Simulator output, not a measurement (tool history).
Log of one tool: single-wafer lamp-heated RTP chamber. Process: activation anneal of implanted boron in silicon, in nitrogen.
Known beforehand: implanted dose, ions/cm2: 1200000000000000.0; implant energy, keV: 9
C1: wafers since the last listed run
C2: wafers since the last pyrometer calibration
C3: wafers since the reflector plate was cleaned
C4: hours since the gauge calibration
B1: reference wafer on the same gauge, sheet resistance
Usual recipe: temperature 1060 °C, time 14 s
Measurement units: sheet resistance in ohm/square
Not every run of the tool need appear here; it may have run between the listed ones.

{"run": 1, "hour": 0.0, "temperature": 1060, "time": 14, "C1": 0, "C2": 935, "C3": 2639, "C4": 92.6, "B1": 79.5, "sheet resistance": 98.08}
{"run": 2, "hour": 22.0, "temperature": 1060, "time": 14, "C1": 241, "C2": 1177, "C3": 2880, "C4": 114.6, "B1": 79.75, "sheet resistance": 98.51}
{"run": 3, "hour": 37.3, "temperature": 1060, "time": 14, "C1": 167, "C2": 1344, "C3": 3048, "C4": 129.9, "B1": 79.67, "sheet resistance": 98.05}
{"run": 4, "hour": 47.6, "temperature": 1060, "time": 14, "C1": 112, "C2": 1457, "C3": 3161, "C4": 140.2, "B1": 79.64, "sheet resistance": 97.62}
{"run": 5, "hour": 62.8, "temperature": 1060, "time": 14, "C1": 166, "C2": 1624, "C3": 3328, "C4": 155.4, "B1": 79.68, "sheet resistance": 98.46}
{"run": 6, "hour": 79.0, "temperature": 1060, "time": 14, "C1": 177, "C2": 1801, "C3": 3505, "C4": 171.6, "B1": 79.7, "sheet resistance": 98.38}
{"run": 7, "hour": 93.2, "temperature": 1060, "time": 14, "C1": 155, "C2": 1957, "C3": 3661, "C4": 185.8, "B1": 79.94, "sheet resistance": 97.79}
{"run": 8, "hour": 116.3, "temperature": 1060, "time": 14, "C1": 253, "C2": 2210, "C3": 3914, "C4": 208.9, "B1": 79.78, "sheet resistance": 98.62}
{"hour": 122.1, "done": "gauge calibrated"}
{"run": 9, "hour": 123.0, "temperature": 1060, "time": 14, "C1": 73, "C2": 2284, "C3": 3988, "C4": 0.9, "B1": 79.54, "sheet resistance": 97.45}
{"run": 10, "hour": 131.7, "temperature": 1060, "time": 14, "C1": 95, "C2": 2379, "C3": 4083, "C4": 9.6, "B1": 79.61, "sheet resistance": 98.14}
{"run": 11, "hour": 143.8, "temperature": 1060, "time": 14, "C1": 132, "C2": 2512, "C3": 4216, "C4": 21.7, "B1": 79.69, "sheet resistance": 98.03}
{"run": 12, "hour": 153.5, "temperature": 1047, "time": 14, "C1": 106, "C2": 2618, "C3": 4322, "C4": 31.4, "B1": 79.76, "sheet resistance": 100.13}
{"run": 13, "hour": 171.4, "temperature": 1042, "time": 22, "C1": 196, "C2": 2814, "C3": 4518, "C4": 49.3, "B1": 79.82, "sheet resistance": 98.51}
{"run": 14, "hour": 181.8, "temperature": 1086, "time": 14, "C1": 114, "C2": 2928, "C3": 4632, "C4": 59.7, "B1": 79.76, "sheet resistance": 94.23}
{"hour": 193.6, "done": "pyrometer window cleaned and pyrometer calibrated"}
{"run": 15, "hour": 194.1, "temperature": 1076, "time": 14, "C1": 47, "C2": 5, "C3": 4679, "C4": 72, "B1": 79.75, "sheet resistance": 95.26}
{"run": 16, "hour": 230.4, "temperature": 1060, "time": 14, "C1": 397, "C2": 403, "C3": 5077, "C4": 108.3, "B1": 79.74, "sheet resistance": 96.53}
{"run": 17, "hour": 240.7, "temperature": 1038, "time": 14, "C1": 112, "C2": 516, "C3": 5190, "C4": 118.6, "B1": 79.75, "sheet resistance": 101.02}
{"hour": 264.1, "done": "pyrometer window cleaned and pyrometer calibrated, repeated, since the last time left the tool worse"}
{"run": 18, "hour": 264.6, "temperature": 1060, "time": 8, "C1": 174, "C2": 5, "C3": 5364, "C4": 142.5, "B1": 79.61, "sheet resistance": 103.32}
{"hour": 279.5, "done": "reflector plate cleaned"}
{"run": 19, "hour": 280.0, "temperature": 1069, "time": 7, "C1": 81, "C2": 86, "C3": 5, "C4": 157.9, "B1": 79.64, "sheet resistance": 99.96}
{"run": 20, "hour": 285.9, "temperature": 1060, "time": 20, "C1": 64, "C2": 151, "C3": 70, "C4": 163.8, "B1": 79.73, "sheet resistance": 97.09}
{"run": 21, "hour": 297.6, "temperature": 1031, "time": 9, "C1": 128, "C2": 279, "C3": 198, "C4": 175.5, "B1": 79.74, "sheet resistance": 107.78}
{"run": 22, "hour": 315.5, "temperature": 1087, "time": 6, "C1": 196, "C2": 476, "C3": 394, "C4": 193.4, "B1": 79.51, "sheet resistance": 97.68}
{"hour": 315.5, "done": "gauge calibrated"}
{"run": 23, "hour": 330.2, "temperature": 1060, "time": 22, "C1": 161, "C2": 637, "C3": 555, "C4": 14.7, "B1": 79.64, "sheet resistance": 95.83}
{"run": 24, "hour": 341.4, "temperature": 1076, "time": 14, "C1": 122, "C2": 760, "C3": 678, "C4": 25.9, "B1": 79.61, "sheet resistance": 96.31}
{"run": 25, "hour": 351.3, "temperature": 1050, "time": 19, "C1": 108, "C2": 868, "C3": 787, "C4": 35.8, "B1": 79.74, "sheet resistance": 98.1}

Alternative continuations, all from the tool just after run 25; predict every row:
{"run": "A", "hour": 351.7, "temperature": 1060, "time": 14, "C1": 4, "C2": 872, "C3": 791, "C4": 36.2, "B1": "?", "sheet resistance": "?"}
{"run": "B", "hour": 351.7, "temperature": 1078, "time": 14, "C1": 4, "C2": 872, "C3": 791, "C4": 36.2, "B1": "?", "sheet resistance": "?"}
{"run": "C", "hour": 351.7, "temperature": 1069, "time": 14, "C1": 4, "C2": 872, "C3": 791, "C4": 36.2, "B1": "?", "sheet resistance": "?"}
{"run": "D", "hour": 351.7, "temperature": 1060, "time": 12, "C1": 4, "C2": 872, "C3": 791, "C4": 36.2, "B1": "?", "sheet resistance": "?"}

run=A B1=79.65 sheet_resistance=98.24
run=B B1=79.65 sheet_resistance=95.21
run=C B1=79.65 sheet_resistance=96.57
run=D B1=79.65 sheet_resistance=99.1
Without the tool's hidden state the same runs would have given:
run=A sheet_resistance=99.31
run=B sheet_resistance=95.95
run=C sheet_resistance=97.49
run=D sheet_resistance=100.23

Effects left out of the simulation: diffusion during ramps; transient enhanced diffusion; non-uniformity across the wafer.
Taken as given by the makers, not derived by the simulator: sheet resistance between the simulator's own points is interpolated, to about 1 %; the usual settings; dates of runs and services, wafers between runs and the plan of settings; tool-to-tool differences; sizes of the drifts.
